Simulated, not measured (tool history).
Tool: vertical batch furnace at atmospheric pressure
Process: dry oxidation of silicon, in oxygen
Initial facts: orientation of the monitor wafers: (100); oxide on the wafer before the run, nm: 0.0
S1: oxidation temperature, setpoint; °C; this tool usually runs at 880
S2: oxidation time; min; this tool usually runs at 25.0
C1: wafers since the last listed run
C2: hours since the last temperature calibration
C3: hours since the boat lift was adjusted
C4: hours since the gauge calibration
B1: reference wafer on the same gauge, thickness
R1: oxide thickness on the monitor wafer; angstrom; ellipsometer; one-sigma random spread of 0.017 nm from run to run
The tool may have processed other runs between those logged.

{"run": 1, "hour": 0.0, "S1": 880, "S2": 25.0, "C1": 0, "C2": 1115.2, "C3": 3924.1, "C4": 1687.9, "B1": 8.4, "R1": 77.6}
{"run": 2, "hour": 98.2, "S1": 880, "S2": 25.0, "C1": 1156, "C2": 1213.4, "C3": 4022.3, "C4": 1786.1, "B1": 8.4, "R1": 77.5}
{"run": 3, "hour": 162.6, "S1": 880, "S2": 25.0, "C1": 758, "C2": 1277.8, "C3": 4086.7, "C4": 1850.5, "B1": 8.4, "R1": 77.8}
{"run": 4, "hour": 199.0, "S1": 880, "S2": 25.0, "C1": 428, "C2": 1314.2, "C3": 4123.1, "C4": 1886.9, "B1": 8.4, "R1": 77.7}
{"run": 5, "hour": 303.9, "S1": 880, "S2": 25.0, "C1": 1235, "C2": 1419.1, "C3": 4228.0, "C4": 1991.8, "B1": 8.4, "R1": 77.8}
{"run": 6, "hour": 396.8, "S1": 880, "S2": 25.0, "C1": 1094, "C2": 1512.0, "C3": 4320.9, "C4": 2084.7, "B1": 8.4, "R1": 78.1}
{"run": 7, "hour": 434.4, "S1": 880, "S2": 25.0, "C1": 442, "C2": 1549.6, "C3": 4358.5, "C4": 2122.3, "B1": 8.4, "R1": 78.4}
{"run": 8, "hour": 508.3, "S1": 899, "S2": 25.0, "C1": 870, "C2": 1623.5, "C3": 4432.4, "C4": 2196.2, "B1": 8.4, "R1": 96.5}
{"run": 9, "hour": 578.0, "S1": 899, "S2": 25.0, "C1": 820, "C2": 1693.2, "C3": 4502.1, "C4": 2265.9, "B1": 8.39, "R1": 96.5}
{"run": 10, "hour": 685.8, "S1": 880, "S2": 25.0, "C1": 1269, "C2": 1801.0, "C3": 4609.9, "C4": 2373.7, "B1": 8.4, "R1": 78.2}
{"run": 11, "hour": 770.7, "S1": 880, "S2": 25.0, "C1": 1000, "C2": 1885.9, "C3": 4694.8, "C4": 2458.6, "B1": 8.4, "R1": 78.2}
{"run": 12, "hour": 831.2, "S1": 880, "S2": 25.0, "C1": 712, "C2": 1946.4, "C3": 4755.3, "C4": 2519.1, "B1": 8.4, "R1": 78.8}
{"run": 13, "hour": 914.8, "S1": 870, "S2": 28.0, "C1": 984, "C2": 2030.0, "C3": 4838.9, "C4": 2602.7, "B1": 8.4, "R1": 75.6}
{"run": 14, "hour": 979.5, "S1": 880, "S2": 25.0, "C1": 762, "C2": 2094.7, "C3": 4903.6, "C4": 2667.4, "B1": 8.4, "R1": 78.4}
{"run": 15, "hour": 1019.3, "S1": 863, "S2": 13.5, "C1": 468, "C2": 2134.5, "C3": 4943.4, "C4": 2707.2, "B1": 8.4, "R1": 41.2}
{"run": 16, "hour": 1120.4, "S1": 880, "S2": 18.5, "C1": 1190, "C2": 2235.6, "C3": 5044.5, "C4": 2808.3, "B1": 8.4, "R1": 63.3}
{"run": 17, "hour": 1202.0, "S1": 873, "S2": 18.5, "C1": 961, "C2": 2317.2, "C3": 5126.1, "C4": 2889.9, "B1": 8.4, "R1": 58.7}
{"run": 18, "hour": 1286.3, "S1": 867, "S2": 30.0, "C1": 992, "C2": 2401.5, "C3": 5210.4, "C4": 2974.2, "B1": 8.4, "R1": 77.1}
{"hour": 1391.8, "done": "thermocouples replaced and temperature profile calibrated"}
{"run": 19, "hour": 1449.4, "S1": 880, "S2": 25.0, "C1": 1638, "C2": 57.6, "C3": 5373.5, "C4": 3137.3, "B1": 8.4, "R1": 77.4}
{"run": 20, "hour": 1511.5, "S1": 894, "S2": 32.0, "C1": 731, "C2": 119.7, "C3": 5435.6, "C4": 3199.4, "B1": 8.4, "R1": 107.4}
{"run": 21, "hour": 1561.5, "S1": 880, "S2": 25.0, "C1": 588, "C2": 169.7, "C3": 5485.6, "C4": 3249.4, "B1": 8.4, "R1": 77.4}
{"run": 22, "hour": 1639.5, "S1": 863, "S2": 13.5, "C1": 918, "C2": 247.7, "C3": 5563.6, "C4": 3327.4, "B1": 8.4, "R1": 40.5}
{"hour": 1655.1, "done": "gauge calibrated"}
{"run": 23, "hour": 1700.1, "S1": 855, "S2": 14.0, "C1": 713, "C2": 308.3, "C3": 5624.2, "C4": 45.0, "B1": 8.4, "R1": 37.8}
{"run": 24, "hour": 1802.5, "S1": 880, "S2": 25.0, "C1": 1206, "C2": 410.7, "C3": 5726.6, "C4": 147.4, "B1": 8.4, "R1": 77.3}
{"run": 25, "hour": 1839.4, "S1": 880, "S2": 25.0, "C1": 434, "C2": 447.6, "C3": 5763.5, "C4": 184.3, "B1": 8.4, "R1": 77.4}
{"run": 26, "hour": 1947.1, "S1": 880, "S2": 32.5, "C1": 1268, "C2": 555.3, "C3": 5871.2, "C4": 292.0, "B1": 8.4, "R1": 92.8}
{"run": 27, "hour": 1990.9, "S1": 863, "S2": 25.0, "C1": 515, "C2": 599.1, "C3": 5915.0, "C4": 335.8, "B1": 8.4, "R1": 63.2}
{"hour": 2039.4, "done": "boat lift adjusted"}
{"run": 28, "hour": 2059.7, "S1": 874, "S2": 15.5, "C1": 527, "C2": 667.9, "C3": 20.3, "C4": 404.6, "B1": 8.4, "R1": 51.5}
{"run": 29, "hour": 2109.5, "S1": 880, "S2": 25.0, "C1": 586, "C2": 717.7, "C3": 70.1, "C4": 454.4, "B1": 8.4, "R1": 77.6}
{"run": 30, "hour": 2153.1, "S1": 880, "S2": 25.0, "C1": 513, "C2": 761.3, "C3": 113.7, "C4": 498.0, "B1": 8.4, "R1": 77.4}
{"run": 31, "hour": 2236.8, "S1": 871, "S2": 13.0, "C1": 985, "C2": 845.0, "C3": 197.4, "C4": 581.7, "B1": 8.4, "R1": 43.7}
{"run": 32, "hour": 2285.3, "S1": 858, "S2": 37.0, "C1": 571, "C2": 893.5, "C3": 245.9, "C4": 630.2, "B1": 8.4, "R1": 78.7}
{"run": 33, "hour": 2385.9, "S1": 892, "S2": 29.0, "C1": 1184, "C2": 994.1, "C3": 346.5, "C4": 730.8, "B1": 8.4, "R1": 98.8}
{"run": 34, "hour": 2437.6, "S1": 871, "S2": 25.0, "C1": 608, "C2": 1045.8, "C3": 398.2, "C4": 782.5, "B1": 8.4, "R1": 69.7}
{"run": 35, "hour": 2538.9, "S1": 880, "S2": 25.0, "C1": 1193, "C2": 1147.1, "C3": 499.5, "C4": 883.8, "B1": 8.4, "R1": 77.3}
{"run": 36, "hour": 2639.9, "S1": 880, "S2": 25.0, "C1": 1189, "C2": 1248.1, "C3": 600.5, "C4": 984.8, "B1": 8.4, "R1": 77.8}
{"run": 37, "hour": 2705.4, "S1": 900, "S2": 36.5, "C1": 771, "C2": 1313.6, "C3": 666.0, "C4": 1050.3, "B1": 8.4, "R1": 126.1}
{"run": 38, "hour": 3005.5, "S1": 894, "S2": 17.5, "C1": 3534, "C2": 1613.7, "C3": 966.1, "C4": 1350.4, "B1": 8.4, "R1": 71.2}
{"run": 39, "hour": 3097.5, "S1": 880, "S2": 21.5, "C1": 1083, "C2": 1705.7, "C3": 1058.1, "C4": 1442.4, "B1": 8.39, "R1": 70.1}

For each run, what was the tool's unlogged condition?
monitor wafer colder than the profiled boat position, K: 0 in every run
gauge reads high (%): 0 in every run
H1: true tube temperature minus thermocouple reading, K
run=1 H1=0.401
run=2 H1=0.472
run=3 H1=0.521
run=4 H1=0.551
run=5 H1=0.639
run=6 H1=0.723
run=7 H1=0.759
run=8 H1=0.831
run=9 H1=0.903
run=10 H1=1.02
run=11 H1=1.12
run=12 H1=1.19
run=13 H1=1.29
run=14 H1=1.37
run=15 H1=1.42
run=16 H1=1.56
run=17 H1=1.68
run=18 H1=1.8
run=19 H1=0.0177
run=20 H1=0.0211
run=21 H1=0.0256
run=22 H1=0.0357
run=23 H1=0.0461
run=24 H1=0.0688
run=25 H1=0.0786
run=26 H1=0.112
run=27 H1=0.128
run=28 H1=0.154
run=29 H1=0.176
run=30 H1=0.196
run=31 H1=0.237
run=32 H1=0.263
run=33 H1=0.322
run=34 H1=0.355
run=35 H1=0.423
run=36 H1=0.498
run=37 H1=0.55
run=38 H1=0.821
run=39 H1=0.915
